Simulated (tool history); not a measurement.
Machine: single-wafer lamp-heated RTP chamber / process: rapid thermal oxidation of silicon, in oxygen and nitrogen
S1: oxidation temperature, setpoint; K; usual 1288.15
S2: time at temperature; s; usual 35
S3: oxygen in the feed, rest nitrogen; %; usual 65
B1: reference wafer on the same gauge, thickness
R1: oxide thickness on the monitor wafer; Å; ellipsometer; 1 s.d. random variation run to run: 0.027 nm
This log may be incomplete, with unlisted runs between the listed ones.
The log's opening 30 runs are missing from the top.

{"run": 31, "hour": 2319.6, "S1": 1267.15, "S2": 49, "S3": 37, "B1": 4.976, "R1": 41.42}
{"run": 32, "hour": 2388.4, "S1": 1305.15, "S2": 18, "S3": 51, "B1": 4.989, "R1": 40.15}
{"run": 33, "hour": 2452.7, "S1": 1288.15, "S2": 52, "S3": 45, "B1": 4.98, "R1": 52.75}
{"run": 34, "hour": 2541.7, "S1": 1288.15, "S2": 25, "S3": 65, "B1": 4.973, "R1": 44.3}
{"run": 35, "hour": 2596.5, "S1": 1288.15, "S2": 35, "S3": 65, "B1": 4.984, "R1": 50.88}
{"run": 36, "hour": 2648.0, "S1": 1275.15, "S2": 22, "S3": 39, "B1": 4.98, "R1": 33.73}
{"run": 37, "hour": 2709.1, "S1": 1288.15, "S2": 35, "S3": 65, "B1": 4.983, "R1": 51.09}
{"run": 38, "hour": 2816.1, "S1": 1311.15, "S2": 35, "S3": 65, "B1": 4.983, "R1": 60.14}

Here are 4 independent what-if runs from the current tool condition. What would each one return?
{"run": "A", "hour": 2816.5, "S1": 1288.15, "S2": 35, "S3": 65, "B1": "?", "R1": "?"}
{"run": "B", "hour": 2816.5, "S1": 1288.15, "S2": 35, "S3": 40, "B1": "?", "R1": "?"}
{"run": "C", "hour": 2816.5, "S1": 1299.15, "S2": 42, "S3": 93, "B1": "?", "R1": "?"}
{"run": "D", "hour": 2816.5, "S1": 1272.15, "S2": 52, "S3": 65, "B1": "?", "R1": "?"}

run=A B1=4.98 R1=51.11
run=B B1=4.98 R1=43.61
run=C B1=4.98 R1=67.48
run=D B1=4.98 R1=54.07
Take away the tool's hidden state, keep each run's random variation, and the runs would have read:
run=A R1=47.84
run=B R1=41.01
run=C R1=63.06
run=D R1=50.52

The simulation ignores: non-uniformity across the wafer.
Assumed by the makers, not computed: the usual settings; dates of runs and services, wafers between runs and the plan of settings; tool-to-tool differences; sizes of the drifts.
